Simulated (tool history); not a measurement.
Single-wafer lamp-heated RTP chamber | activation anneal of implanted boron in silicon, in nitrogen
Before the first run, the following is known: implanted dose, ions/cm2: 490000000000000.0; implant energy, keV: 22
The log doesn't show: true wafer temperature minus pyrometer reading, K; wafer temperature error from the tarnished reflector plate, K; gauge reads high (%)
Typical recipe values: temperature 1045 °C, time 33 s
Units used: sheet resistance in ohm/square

run	hour	temperature	time	wafers since the last listed run	wafers since the last pyrometer calibration	wafers since the reflector plate was cleaned	hours since the gauge calibration	read-back reference wafer on the same gauge, sheet resistance	sheet resistance
1	0.0	1045	33	0	6315	2543	534.0	216.98	202.93
2	27.5	1045	33	511	6826	3054	561.5	217.11	203.15
3	90.2	1045	33	1165	7991	4219	624.2	216.95	203.61
# hour 111.7: pyrometer window cleaned and pyrometer calibrated
4	140.2	1045	33	780	529	5000	674.2	217.07	203.32
5	180.4	1045	33	747	1276	5747	714.4	217.08	203.67
6	244.1	1045	33	1183	2459	6930	778.1	217.00	203.81
7	268.5	1045	33	453	2913	7384	802.5	217.06	203.05
8	332.2	1045	33	1183	4097	8567	866.2	216.98	203.19
# hour 405.6: gauge calibrated
9	510.0	1045	33	3303	7401	11871	104.4	216.92	203.65
# hour 537.6: pyrometer window cleaned and pyrometer calibrated
10	566.5	1045	33	901	537	12773	160.9	217.02	202.79
# hour 586.2: reflector plate cleaned
11	598.5	1045	33	445	983	228	192.9	216.88	202.65
12	636.9	1045	33	713	1696	941	231.3	217.15	203.56
13	704.0	1045	15	1246	2943	2188	298.4	216.99	204.79
14	739.5	1029	15	659	3603	2848	333.9	216.98	206.80
15	784.3	1034	14	832	4435	3680	378.7	216.94	206.10
16	840.3	1033	47	1040	5476	4721	434.7	217.01	203.08
17	871.2	1045	33	574	6050	5295	465.6	217.03	203.28
18	896.6	1061	20	471	6522	5767	491.0	217.07	203.55
19	924.0	1035	53	509	7031	6276	518.4	216.87	202.21
20	955.2	1045	15	579	7611	6856	549.6	216.93	204.78
# hour 972.0: pyrometer window cleaned and pyrometer calibrated
21	1006.9	1045	33	812	648	7668	601.3	216.82	203.04
22	1057.3	1033	26	936	1584	8605	651.7	217.00	204.37

What does the tool deliver on the next run?
23	1091.4	1035	53	633	2218	9238	685.8	?	?

read-back reference wafer on the same gauge, sheet resistance: 217.06
sheet resistance: 202.33 ohm/square
Take away the tool's hidden state, keep the run-to-run variation as it was, and the same run would have given sheet resistance 202.33 ohm/square.
